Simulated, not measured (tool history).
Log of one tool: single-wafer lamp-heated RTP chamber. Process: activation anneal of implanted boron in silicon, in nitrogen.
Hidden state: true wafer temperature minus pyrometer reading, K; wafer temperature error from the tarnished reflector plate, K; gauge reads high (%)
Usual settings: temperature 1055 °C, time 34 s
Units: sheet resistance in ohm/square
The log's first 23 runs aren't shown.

| run | hour | temperature | time | wafers since the last listed run | wafers since the last pyrometer calibration | wafers since the reflector plate was cleaned | hours since the gauge calibration | read-back reference wafer on the same gauge, sheet resistance | sheet resistance |
|---|---|---|---|---|---|---|---|---|---|
|  | 1128.5 | gauge calibrated |
| 24 | 1178.4 | 1039 | 42 | 849 | 6559 | 2526 | 49.9 | 95.26 | 86.22 |
| 25 | 1220.7 | 1055 | 34 | 700 | 7260 | 3227 | 92.2 | 95.17 | 85.15 |
|  | 1271.7 | pyrometer window cleaned and pyrometer calibrated |
| 26 | 1292.2 | 1066 | 21 | 1051 | 338 | 4278 | 163.7 | 95.34 | 86.32 |
| 27 | 1354.9 | 1083 | 49 | 1038 | 1377 | 5317 | 226.4 | 95.33 | 81.76 |
| 28 | 1381.5 | 1075 | 34 | 440 | 1817 | 5757 | 253.0 | 95.47 | 84.41 |
| 29 | 1430.9 | 1067 | 44 | 818 | 2636 | 6575 | 302.4 | 95.12 | 84.40 |
| 30 | 1477.2 | 1026 | 27 | 766 | 3402 | 7342 | 348.7 | 95.23 | 88.78 |
| 31 | 1502.5 | 1055 | 34 | 419 | 3821 | 7761 | 374.0 | 95.43 | 85.57 |
| 32 | 1526.8 | 1081 | 54 | 402 | 4224 | 8164 | 398.3 | 95.46 | 82.56 |
| 33 | 1597.0 | 1029 | 18 | 1162 | 5387 | 9327 | 468.5 | 95.11 | 89.82 |
|  | 1797.5 | pyrometer window cleaned and pyrometer calibrated |
|  | 1802.7 | reflector plate cleaned |
| 34 | 1803.2 | 1078 | 27 | 3196 | 8 | 8 | 674.7 | 95.10 | 85.01 |
| 35 | 1826.3 | 1075 | 15 | 382 | 391 | 391 | 697.8 | 95.22 | 86.31 |
| 36 | 1867.4 | 1055 | 39 | 680 | 1071 | 1071 | 738.9 | 95.45 | 85.74 |
| 37 | 1938.3 | 1036 | 19 | 1174 | 2246 | 2246 | 809.8 | 95.61 | 88.65 |
| 38 | 1978.9 | 1084 | 17 | 672 | 2918 | 2918 | 850.4 | 95.22 | 85.63 |

3 ways to go on from here, each from the tool as it stands after run 38. What would each give?
| A | 1979.3 | 1055 | 27 | 6 | 2925 | 2925 | 850.8 | ? | ? |
| B | 1979.3 | 1043 | 26 | 6 | 2925 | 2925 | 850.8 | ? | ? |
| C | 1979.3 | 1076 | 14 | 6 | 2925 | 2925 | 850.8 | ? | ? |

| run | read-back reference wafer on the same gauge, sheet resistance | sheet resistance |
|---|---|---|
| A | 95.39 | 87.00 |
| B | 95.39 | 88.22 |
| C | 95.39 | 86.85 |
Without the tool's hidden state the same runs would have given:
| run | sheet resistance |
|---|---|
| A | 87.00 |
| B | 88.22 |
| C | 86.85 |
